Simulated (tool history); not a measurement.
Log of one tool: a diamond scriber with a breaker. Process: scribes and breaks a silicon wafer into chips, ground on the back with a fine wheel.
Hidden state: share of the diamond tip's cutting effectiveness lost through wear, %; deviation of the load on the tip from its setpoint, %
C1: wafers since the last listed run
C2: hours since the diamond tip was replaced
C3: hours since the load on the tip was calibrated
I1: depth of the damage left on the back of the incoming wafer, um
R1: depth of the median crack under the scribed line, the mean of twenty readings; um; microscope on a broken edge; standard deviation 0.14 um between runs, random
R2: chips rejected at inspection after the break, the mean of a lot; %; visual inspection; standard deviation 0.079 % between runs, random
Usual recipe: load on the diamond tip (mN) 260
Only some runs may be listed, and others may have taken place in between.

Run 1, hour 0: usual settings; C1 0; C2 387; C3 1605; I1 2.21. Result: R1 6.74 um, R2 3.44 %.
Run 2, hour 13: usual settings; C1 26; C2 400; C3 1618; I1 2.57. Result: R1 6.66 um, R2 4.88 %.
Run 3, hour 22.5: usual settings; C1 19; C2 409.5; C3 1627.5; I1 1.53. Result: R1 6.55 um, R2 2.26 %.
Run 4, hour 36.6: usual settings; C1 28; C2 423.6; C3 1641.6; I1 2.45. Result: R1 6.71 um, R2 4.69 %.
Run 5, hour 45.2: usual settings; C1 17; C2 432.2; C3 1650.2; I1 1.65. Result: R1 6.51 um, R2 2.56 %.
Run 6, hour 94.7: usual settings; C1 101; C2 481.7; C3 1699.7; I1 2.07. Result: R1 6.43 um, R2 4.23 %.
Run 7, hour 105.5: usual settings; C1 22; C2 492.5; C3 1710.5; I1 1.73. Result: R1 6.39 um, R2 3.45 %.
At hour 117.7: diamond tip replaced by a new one.
Run 8, hour 118.2: usual settings; C1 21; C2 0.5; C3 1723.2; I1 2.51. Result: R1 5.65 um, R2 11.36 %.
Run 9, hour 123.1: usual settings but load on the diamond tip (mN) 321; C1 10; C2 5.4; C3 1728.1; I1 2.61. Result: R1 6.85 um, R2 3.97 %.
Run 10, hour 132.5: usual settings but load on the diamond tip (mN) 321; C1 19; C2 14.8; C3 1737.5; I1 1.96. Result: R1 7.09 um, R2 2.07 %.
Run 11, hour 140.6: usual settings but load on the diamond tip (mN) 321; C1 16; C2 22.9; C3 1745.6; I1 1.52. Result: R1 6.98 um, R2 1.4 %.
Run 12, hour 148.3: usual settings; C1 15; C2 30.6; C3 1753.3; I1 2.13. Result: R1 5.75 um, R2 8.98 %.
At hour 156: load on the tip recalibrated.
Run 13, hour 165.1: usual settings; C1 30; C2 47.4; C3 9.1; I1 2.4. Result: R1 5.72 um, R2 10.06 %.

The next listed run, before its measurement:
Run 14, hour 173.7: usual settings; C1 17; C2 56; C3 17.7; I1 1.83. Result: R1 ?, R2 ?.

Run 14 came out at R1 5.73 um, R2 8.06 %.
On a tool with no hidden condition, and with the same random variation, this run would have come out at R1 7.44 um, R2 1.7 %.
